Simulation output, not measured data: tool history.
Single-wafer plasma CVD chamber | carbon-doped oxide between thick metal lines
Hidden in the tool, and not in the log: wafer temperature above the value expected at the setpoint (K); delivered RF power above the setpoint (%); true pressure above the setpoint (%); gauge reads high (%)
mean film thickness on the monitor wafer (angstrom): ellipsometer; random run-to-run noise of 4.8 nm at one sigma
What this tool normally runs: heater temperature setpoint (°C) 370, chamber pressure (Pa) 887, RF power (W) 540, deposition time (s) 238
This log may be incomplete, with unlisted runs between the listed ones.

run,day,heater temperature setpoint (°C),chamber pressure (Pa),RF power (W),deposition time (s),wafers since the last listed run,hours since the last thermocouple change,hours since the last RF generator calibration,hours since the last manometer calibration,hours since the showerhead was replaced,hours since the gauge calibration,"read-back reference wafer on the same gauge, thickness_nm",mean film thickness on the monitor wafer (angstrom)
1,0.000,370,1060,540,238,0,313.8,1090.8,2126.0,2293.9,136.1,1428.006,12706.79
2,1.296,370,1060,540,238,291,344.9,1121.9,2157.1,2325.0,167.2,1429.709,12677.43
3,3.792,370,1047,580,238,561,404.8,1181.8,2217.0,2384.9,227.1,1430.525,13347.50
4,6.608,370,1047,580,238,633,472.4,1249.4,2284.6,2452.5,294.7,1428.628,13336.49
5,7.758,370,1047,580,238,258,500.0,1277.0,2312.2,2480.1,322.3,1431.340,13291.74
6,9.425,370,887,540,238,374,540.0,1317.0,2352.2,2520.1,362.3,1430.414,12529.13
7,10.996,370,887,540,238,353,577.7,1354.7,2389.9,2557.8,400.0,1429.913,12532.80
8,13.529,370,887,540,238,569,638.5,1415.5,2450.7,2618.6,460.8,1429.079,12503.90
9,15.833,370,887,540,238,518,693.8,1470.8,2506.0,2673.9,516.1,1428.289,12585.04
10,18.050,370,887,540,238,498,747.0,1524.0,2559.2,2727.1,569.3,1428.362,12499.02
11,19.121,370,887,540,238,240,772.7,1549.7,2584.9,2752.8,595.0,1429.055,12570.18
12,21.304,374,887,540,238,490,825.1,1602.1,2637.3,2805.2,647.4,1432.161,12455.40
13,23.579,370,1101,540,272,511,879.7,1656.7,2691.9,2859.8,702.0,1433.327,14538.94
# day 27.071: RF generator calibrated
14,29.383,370,887,540,238,1230,1019.0,55.5,2831.2,2999.1,841.3,1430.729,12044.46
15,30.921,370,887,540,238,345,1055.9,92.4,2868.1,3036.0,878.2,1429.248,12045.06
# day 31.088: gauge calibrated
# day 31.838: showerhead replaced
16,32.429,370,887,540,251,264,1092.1,128.6,2904.3,14.2,32.2,1430.752,12691.87
# day 33.358: thermocouple changed; heater temperature recalibrated
# day 34.875: RF generator calibrated, repeated, since the last time left the tool worse
17,34.925,357,887,640,238,411,37.6,1.2,2964.2,74.1,92.1,1429.498,14836.01
18,37.746,370,887,540,238,634,105.3,68.9,3031.9,141.8,159.8,1429.748,12830.49
19,41.879,363,887,510,268,929,204.5,168.1,3131.1,241.0,259.0,1430.644,13923.10
20,42.958,360,781,640,275,242,230.4,194.0,3157.0,266.9,284.9,1431.470,16566.84
# day 45.000: capacitance manometer re-zeroed and calibrated
21,45.021,370,887,540,220,388,279.9,243.5,0.5,316.4,334.4,1429.879,11733.81
22,46.529,379,887,540,238,339,316.1,279.7,36.7,352.6,370.6,1431.713,12488.79
23,47.667,370,887,540,285,255,343.4,307.0,64.0,379.9,397.9,1430.088,15160.43
24,50.204,382,705,625,238,570,404.3,367.9,124.9,440.8,458.8,1429.806,13395.95
25,58.912,359,887,540,238,1958,613.3,576.9,333.9,649.8,667.8,1430.719,12880.13

Each row is a separate what-if for the run after 25, all from the same tool condition, not one after another. Results?
A,58.933,370,887,540,238,4,613.8,577.4,334.4,650.3,668.3,?,?
B,58.933,357,887,540,210,4,613.8,577.4,334.4,650.3,668.3,?,?
C,58.933,370,792,540,263,4,613.8,577.4,334.4,650.3,668.3,?,?
D,58.933,359,887,590,276,4,613.8,577.4,334.4,650.3,668.3,?,?

run,"read-back reference wafer on the same gauge, thickness_nm",mean film thickness on the monitor wafer (angstrom)
A,1432.249,12620.29
B,1432.249,11425.82
C,1432.249,13798.56
D,1432.249,15861.08
What these runs would have given with no unlogged condition in the tool:
run,mean film thickness on the monitor wafer (angstrom)
A,12956.06
B,11729.81
C,14165.68
D,16269.81
